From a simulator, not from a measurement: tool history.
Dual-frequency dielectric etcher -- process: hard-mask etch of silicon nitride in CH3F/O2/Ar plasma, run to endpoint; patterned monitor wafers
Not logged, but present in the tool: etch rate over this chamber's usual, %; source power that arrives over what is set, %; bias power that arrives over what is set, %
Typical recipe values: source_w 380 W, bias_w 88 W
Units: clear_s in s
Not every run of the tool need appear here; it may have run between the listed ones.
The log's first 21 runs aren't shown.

run	hour	source_w	bias_w	wafers since the last listed run	hours since the last wet clean	hours since the last source power generator calibration	hours since the last bias power generator calibration	hours since the last upper electrode change	incoming incoming film thickness, nm	clear_s
22	245	380	88	194	27.8	1856.1	2664.5	52.8	36.05	50.6
# hour 251.6: source power generator calibrated
23	259.5	350	77	145	42.3	7.9	2679	67.3	35.96	55.4
24	267.5	280	97	111	50.3	15.9	2687	75.3	36.23	59.9
# hour 283.2: bias power generator calibrated
25	283.7	300	103	169	66.5	32.1	0.5	91.5	35.74	55.3
26	292	380	88	115	74.8	40.4	8.8	99.8	36.01	50.4
27	301.3	320	99	129	84.1	49.7	18.1	109.1	36.22	54.9
28	309.6	330	76	115	92.4	58	26.4	117.4	36.41	58.4
29	325.2	380	82	216	108	73.6	42	133	35.94	51.4
30	336.4	380	75	155	119.2	84.8	53.2	144.2	35.99	52.6
31	350.7	470	104	198	133.5	99.1	67.5	158.5	36.29	42.7
32	367.2	290	68	229	150	115.6	84	175	36.17	67.1
33	385	430	82	247	167.8	133.4	101.8	192.8	36.46	48.2
34	398.8	350	77	191	181.6	147.2	115.6	206.6	36.13	56.2
35	410.4	380	72	161	193.2	158.8	127.2	218.2	35.82	53.5
36	423.8	380	75	186	206.6	172.2	140.6	231.6	36.18	54.2

Alternative continuations, all from the tool just after run 36; predict every row:
A	424.2	280	88	5	207	172.6	141	232	36.35	?
B	424.2	300	88	5	207	172.6	141	232	36.35	?
C	424.2	380	95	5	207	172.6	141	232	36.35	?

run	clear_s
A	63.4
B	60.1
C	49.9
Had the tool no hidden state, the same runs would have come out as:
run	clear_s
A	62.2
B	59
C	49

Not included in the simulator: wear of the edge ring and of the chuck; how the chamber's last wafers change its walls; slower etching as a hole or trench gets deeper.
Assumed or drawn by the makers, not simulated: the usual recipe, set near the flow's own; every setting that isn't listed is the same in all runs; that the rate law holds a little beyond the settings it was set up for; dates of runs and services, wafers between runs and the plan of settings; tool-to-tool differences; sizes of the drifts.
